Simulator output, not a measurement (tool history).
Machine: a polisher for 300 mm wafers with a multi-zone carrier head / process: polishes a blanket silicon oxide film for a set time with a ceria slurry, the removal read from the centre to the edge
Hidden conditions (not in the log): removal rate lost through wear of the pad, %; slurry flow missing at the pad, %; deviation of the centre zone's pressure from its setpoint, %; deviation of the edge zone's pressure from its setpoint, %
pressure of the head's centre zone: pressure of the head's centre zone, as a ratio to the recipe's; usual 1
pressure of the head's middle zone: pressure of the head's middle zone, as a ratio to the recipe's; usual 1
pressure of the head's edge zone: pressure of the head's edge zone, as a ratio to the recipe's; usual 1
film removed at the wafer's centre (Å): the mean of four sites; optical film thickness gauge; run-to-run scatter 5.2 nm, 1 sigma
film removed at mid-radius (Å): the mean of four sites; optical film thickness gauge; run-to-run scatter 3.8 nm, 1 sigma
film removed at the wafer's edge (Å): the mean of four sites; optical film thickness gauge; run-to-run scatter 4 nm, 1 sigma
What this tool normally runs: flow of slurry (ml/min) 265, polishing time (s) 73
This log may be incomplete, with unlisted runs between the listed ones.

run,hour,flow of slurry (ml/min),pressure of the head's centre zone,pressure of the head's middle zone,pressure of the head's edge zone,polishing time (s),wafers since the last listed run,wafers polished on this pad,hours since the slurry nozzle was cleaned,hours since the centre zone pressure was calibrated,hours since the edge zone pressure was calibrated,hours since the carrier head's membrane was replaced,"incoming thickness of the incoming film, nm",film removed at the wafer's centre (Å),film removed at mid-radius (Å),film removed at the wafer's edge (Å)
1,0,265,0.93,1.05,1.03,52,0,2576,102.2,606.1,0.5,249.4,1648.9,2805,3047,2978
# hour 9.8: worn pad replaced by a new one
2,29.5,290,1,1,1,73,164,127,131.7,635.6,30,278.9,1644.1,4622,4527,4494
3,95.8,265,0.96,0.9,1,66,426,553,198,701.9,96.3,345.2,1634.9,3909,3642,4010
4,123.8,265,1,1,1,73,180,734,226,729.9,124.3,373.2,1614.2,4454,4342,4332
5,147.8,230,0.96,0.91,1,55,154,888,250,753.9,148.3,397.2,1626.5,3139,3037,3203
6,183.5,230,0.96,0.91,1,55,229,1118,285.7,789.6,184,432.9,1664.3,3141,3007,3164
7,216.4,265,0.94,1,1,57,211,1330,318.6,822.5,216.9,465.8,1652.2,3232,3295,3336
8,243.1,265,0.95,1,1,84,171,1501,345.3,849.2,243.6,492.5,1660.9,4838,4805,4795
9,279.4,265,1,0.93,1,93,233,1735,381.6,885.5,279.9,528.8,1653.6,5683,5066,5318
10,349.1,265,1,1,1,48,448,2184,451.3,955.2,349.6,598.5,1667.9,2867,2701,2726
11,412.6,350,1,1.11,1.06,51,408,2592,514.8,1018.7,413.1,662,1674.1,3191,3151,3042
# hour 435.3: centre zone pressure recalibrated
12,465.6,320,1,1,0.95,84,328,2921,567.8,30.3,466.1,715,1655.6,4870,4832,4726
13,509.9,265,1.11,1,1,89,285,3206,612.1,74.6,510.4,759.3,1634.5,5572,4976,5073
# hour 548.4: worn pad replaced by a new one
14,548.9,265,1,1.07,1,57,225,3,651.1,113.6,549.4,798.3,1619,3528,3696,3582
# hour 554: carrier head's membrane replaced by a new one
15,619.8,265,1,1,1,73,424,427,722,184.5,620.3,65.8,1639.6,4421,4372,4421
# hour 652.6: slurry nozzle cleaned
16,682.1,265,1,1,1,73,394,822,29.5,246.8,682.6,128.1,1653.7,4427,4289,4325
# hour 684.7: edge zone pressure recalibrated
17,708.1,305,0.9,1,1,73,154,976,55.5,272.8,23.4,154.1,1616.5,3885,4315,4383
18,768.9,230,1.08,1.07,1,47,391,1367,116.3,333.6,84.2,214.9,1661.4,2917,2800,2679
19,827.8,265,1.12,1,1,64,379,1746,175.2,392.5,143.1,273.8,1646,4199,3678,3711
20,894.1,265,1.08,1,1,73,426,2173,241.5,458.8,209.4,340.1,1644.8,4560,4139,4141
# hour 968.9: worn pad replaced by a new one
21,1039.5,265,0.96,1.06,1,73,910,454,386.9,604.2,354.8,485.5,1622.9,4382,4569,4396

State the hidden condition of the tool at each of the runs:
slurry flow missing at the pad, %: 0 across all the runs
deviation of the edge zone's pressure from its setpoint, %: 0 across all the runs
H1: removal rate lost through wear of the pad, %
H2: deviation of the centre zone's pressure from its setpoint, %
run,H1,H2
1,9.66,3.18
2,2.07,3.52
3,5.14,4.33
4,6.1,4.7
5,6.8,5.02
6,7.65,5.53
7,8.29,6.02
8,8.72,6.42
9,9.19,7
10,9.85,8.18
11,10.2,9.33
12,10.5,0.0284
13,10.6,0.071
14,0.52,0.138
15,4.18,0.332
16,6.29,0.578
17,6.95,0.702
18,8.13,1.04
19,8.91,1.43
20,9.51,1.95
21,4.09,3.37
